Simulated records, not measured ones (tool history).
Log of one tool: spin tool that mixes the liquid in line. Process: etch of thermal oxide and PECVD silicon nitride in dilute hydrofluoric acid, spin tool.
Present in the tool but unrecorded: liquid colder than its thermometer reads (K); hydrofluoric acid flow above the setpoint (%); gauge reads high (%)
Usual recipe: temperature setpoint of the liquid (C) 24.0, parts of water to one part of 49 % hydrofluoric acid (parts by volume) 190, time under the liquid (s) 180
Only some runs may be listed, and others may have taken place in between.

run   hour  temperature setpoint of the liquid (C)  parts of water to one part of 49 % hydrofluoric acid (parts by volume)  time under the liquid (s)  wafers since the last listed run  hours since the thermometer was replaced  hours since the hydrofluoric acid flow meter was replaced  hours since the gauge calibration  read-back film thickness of the thermal oxide reference wafer, read on the same gauge (nm)  read-back film thickness of the PECVD silicon nitride reference wafer, read on the same gauge (nm)  thickness taken off the thermal oxide on a monitor wafer (Å)  thickness taken off the PECVD silicon nitride on a monitor wafer (Å)
  1    0.0                                    24.0                                                                     190                        180                                 0                                    1471.5                                                      505.3                              153.2                                                                                      30.015                                                                                             100.050                                                         46.83                                                                 47.11
  2   15.9                                    24.0                                                                     190                        180                               148                                    1487.4                                                      521.2                              169.1                                                                                      30.000                                                                                              99.989                                                         47.50                                                                 47.34
  3   28.7                                    24.0                                                                     190                        180                               119                                    1500.2                                                      534.0                              181.9                                                                                      30.018                                                                                             100.000                                                         47.81                                                                 47.00
  4   44.5                                    24.0                                                                     190                        180                               148                                    1516.0                                                      549.8                              197.7                                                                                      30.000                                                                                              99.999                                                         47.09                                                                 47.70
      55.5  -- gauge calibrated
  5   62.0                                    22.0                                                                     190                        180                               163                                    1533.5                                                      567.3                                6.5                                                                                      29.996                                                                                              99.997                                                         43.59                                                                 41.62
  6   79.1                                    22.0                                                                     190                        180                               160                                    1550.6                                                      584.4                               23.6                                                                                      29.990                                                                                              99.986                                                         43.89                                                                 42.03
  7   92.6                                    24.0                                                                     190                        180                               126                                    1564.1                                                      597.9                               37.1                                                                                      30.001                                                                                              99.993                                                         47.38                                                                 47.81
  8  106.8                                    24.0                                                                     190                        180                               133                                    1578.3                                                      612.1                               51.3                                                                                      29.984                                                                                              99.984                                                         47.91                                                                 47.89
  9  154.5                                    24.0                                                                     240                        180                               446                                    1626.0                                                      659.8                               99.0                                                                                      29.997                                                                                              99.974                                                         36.44                                                                 37.96
 10  160.6                                    19.0                                                                     190                        290                                57                                    1632.1                                                      665.9                              105.1                                                                                      30.012                                                                                              99.987                                                         64.82                                                                 55.89
     168.4  -- hydrofluoric acid flow meter replaced
 11  177.9                                    26.5                                                                     100                        115                               152                                    1649.4                                                        9.5                              122.4                                                                                      29.983                                                                                              99.996                                                         63.85                                                                 61.84
 12  189.6                                    24.0                                                                     190                        180                               109                                    1661.1                                                       21.2                              134.1                                                                                      30.006                                                                                              99.978                                                         43.15                                                                 43.38
 13  199.1                                    19.5                                                                     190                        180                                88                                    1670.6                                                       30.7                              143.6                                                                                      30.013                                                                                             100.000                                                         36.20                                                                 32.80
 14  212.4                                    28.0                                                                     190                        125                               124                                    1683.9                                                       44.0                              156.9                                                                                      30.025                                                                                             100.029                                                         34.15                                                                 38.71
     226.0  -- thermometer replaced
 15  226.5                                    24.0                                                                     190                        105                               122                                       0.5                                                       58.1                              171.0                                                                                      30.020                                                                                             100.014                                                         25.47                                                                 25.59
 16  242.3                                    24.0                                                                     115                        135                               148                                      16.3                                                       73.9                              186.8                                                                                      30.042                                                                                             100.014                                                         57.88                                                                 54.38
 17  258.7                                    28.0                                                                     190                        270                               153                                      32.7                                                       90.3                              203.2                                                                                      30.015                                                                                              99.986                                                         74.93                                                                 84.35
 18  268.0                                    24.0                                                                     100                        180                                87                                      42.0                                                       99.6                              212.5                                                                                      30.000                                                                                              99.989                                                         90.10                                                                 83.06
 19  276.1                                    24.0                                                                     190                        180                                75                                      50.1                                                      107.7                              220.6                                                                                      30.003                                                                                              99.979                                                         43.78                                                                 44.26
 20  290.0                                    21.5                                                                     125                        235                               130                                      64.0                                                      121.6                              234.5                                                                                      30.010                                                                                             100.018                                                         84.68                                                                 74.42
     298.8  -- gauge calibrated
 21  302.0                                    24.0                                                                     190                        180                               112                                      76.0                                                      133.6                                3.2                                                                                      30.001                                                                                              99.995                                                         43.23                                                                 44.22
 22  316.2                                    24.0                                                                     190                        115                               133                                      90.2                                                      147.8                               17.4                                                                                      30.007                                                                                              99.970                                                         27.97                                                                 28.55
 23  333.5                                    22.0                                                                     140                        180                               162                                     107.5                                                      165.1                               34.7                                                                                      30.039                                                                                             100.022                                                         58.02                                                                 52.85
 24  346.3                                    19.0                                                                     190                        140                               119                                     120.3                                                      177.9                               47.5                                                                                      30.030                                                                                              99.991                                                         28.28                                                                 25.42
 25  355.0                                    24.0                                                                     190                        125                                81                                     129.0                                                      186.6                               56.2                                                                                      29.990                                                                                             100.019                                                         30.64                                                                 31.14
 26  366.9                                    22.5                                                                     265                        210                               111                                     140.9                                                      198.5                               68.1                                                                                      29.986                                                                                              99.999                                                         32.09                                                                 34.47

What if the next run were any one of these 4? Each begins from the tool's condition after run 26:
  A  367.4                                    24.0                                                                     160                        180                                 4                                     141.4                                                      199.0                               68.6                                                                                           ?                                                                                                   ?                                                             ?                                                                     ?
  B  367.4                                    20.0                                                                     190                        180                                 4                                     141.4                                                      199.0                               68.6                                                                                           ?                                                                                                   ?                                                             ?                                                                     ?
  C  367.4                                    24.0                                                                     235                         85                                 4                                     141.4                                                      199.0                               68.6                                                                                           ?                                                                                                   ?                                                             ?                                                                     ?
  D  367.4                                    26.5                                                                     105                        245                                 4                                     141.4                                                      199.0                               68.6                                                                                           ?                                                                                                   ?                                                             ?                                                                     ?

run  read-back film thickness of the thermal oxide reference wafer, read on the same gauge (nm)  read-back film thickness of the PECVD silicon nitride reference wafer, read on the same gauge (nm)  thickness taken off the thermal oxide on a monitor wafer (Å)  thickness taken off the PECVD silicon nitride on a monitor wafer (Å)
  A                                                                                      30.018                                                                                              99.991                                                         55.12                                                                 53.53
  B                                                                                      30.018                                                                                              99.991                                                         38.58                                                                 34.84
  C                                                                                      30.018                                                                                              99.991                                                         16.38                                                                 17.28
  D                                                                                      30.018                                                                                              99.991                                                        134.20                                                                130.04
Stripped of hidden state, with their random variation kept, the same runs would have yielded:
run  thickness taken off the thermal oxide on a monitor wafer (Å)  thickness taken off the PECVD silicon nitride on a monitor wafer (Å)
  A                                                         52.70                                                                 51.55
  B                                                         36.87                                                                 33.57
  C                                                         15.63                                                                 16.64
  D                                                        128.52                                                                125.20
